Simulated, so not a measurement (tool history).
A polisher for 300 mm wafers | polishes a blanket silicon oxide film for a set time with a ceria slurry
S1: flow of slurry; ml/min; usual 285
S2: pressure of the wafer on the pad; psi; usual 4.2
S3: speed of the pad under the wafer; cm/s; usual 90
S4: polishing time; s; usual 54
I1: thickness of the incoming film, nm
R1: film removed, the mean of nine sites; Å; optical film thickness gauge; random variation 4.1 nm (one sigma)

run    hour   S1   S2   S3  S4      I1    R1
  1       0  285  4.2   90  54  1462.3  2713
       64.8  -- worn pad replaced by a new one
  2    86.6  285  4.2   90  54  1487.1  2844
  3   128.3  285  4.2   90  54  1491.6  2750
  4   183.2  255  4.2   90  54  1470.2  2714
  5   286.4  325  4.2   90  64  1483.3  3335
  6   327.7  325  4.2   90  64  1497.5  3438
  7   397.6  285  4.2   90  54  1478.1  2781
  8   454.3  285  4.2   90  54  1492.3  2810
      519.6  -- slurry nozzle cleaned
  9   552.3  285  4.2   90  54  1477.6  3031
      634.2  -- worn pad replaced by a new one
 10   655.9  285  4.2   90  54  1502.3  3084
 11   755.8  285  4.2   90  54  1486.1  3110
      785.2  -- head pressure recalibrated
 12     815  285  4.2   90  54  1498.5  2635
 13   918.8  285  3.3  110  54  1461.8  2670
 14  1025.6  285  4.8   90  54    1446  2945
     1048.8  -- slurry nozzle cleaned
 15    1102  285  4.8   90  54  1475.6  3214
     1203.7  -- worn pad replaced by a new one
 16  1204.3  375  2.9  104  63  1476.4  2792
 17  1279.2  245  4.2   90  71  1477.7  3563
 18  1547.4  285  4.2   90  54  1491.4  2799
 19  1593.8  365  4.2  106  54    1483  3299
     1624.3  -- slurry nozzle cleaned
 20    1666  285  4.2   90  54  1475.3  2966
     1728.3  -- worn pad replaced by a new one
 21  1781.2  285  5.6  102  72  1486.1  5831
 22  1831.8  375  4.2   90  38  1497.6  2188
     1889.4  -- head pressure recalibrated
 23    1935  260  4.8   90  54  1489.8  3044
       2200  -- slurry nozzle cleaned
 24  2203.4  285  4.2   90  54  1473.9  2826
     2221.8  -- worn pad replaced by a new one
 25  2277.9  380  4.2   62  43  1464.3  1590
 26    2365  260  4.8   90  54  1450.2  3218
 27  2411.3  285  4.2   90  36  1450.9  1858
 28  2507.7  285  4.2   90  54  1466.1  2776
 29    2609  355  3.2  112  36    1487  1880
 30  2684.8  215  2.9   82  39  1488.6  1295
     2704.9  -- worn pad replaced by a new one
 31  2754.4  285  4.2   76  70  1457.4  3049

Forecast each of these 5 alternatives for the next run:
  A  2754.8  285  4.2   90  54  1485.9   ?
  B  2754.8  370  3.2   90  49  1485.9   ?
  C  2754.8  370  4.2   90  54  1485.9   ?
  D  2754.8  285  4.2  112  45  1485.9   ?
  E  2754.8  285  4.2   90  42  1485.9   ?

run    R1
  A  2789
  B  2068
  C  2887
  D  2892
  E  2169
Without the tool's hidden state the same runs would have given:
run    R1
  A  2781
  B  2035
  C  2841
  D  2884
  E  2163
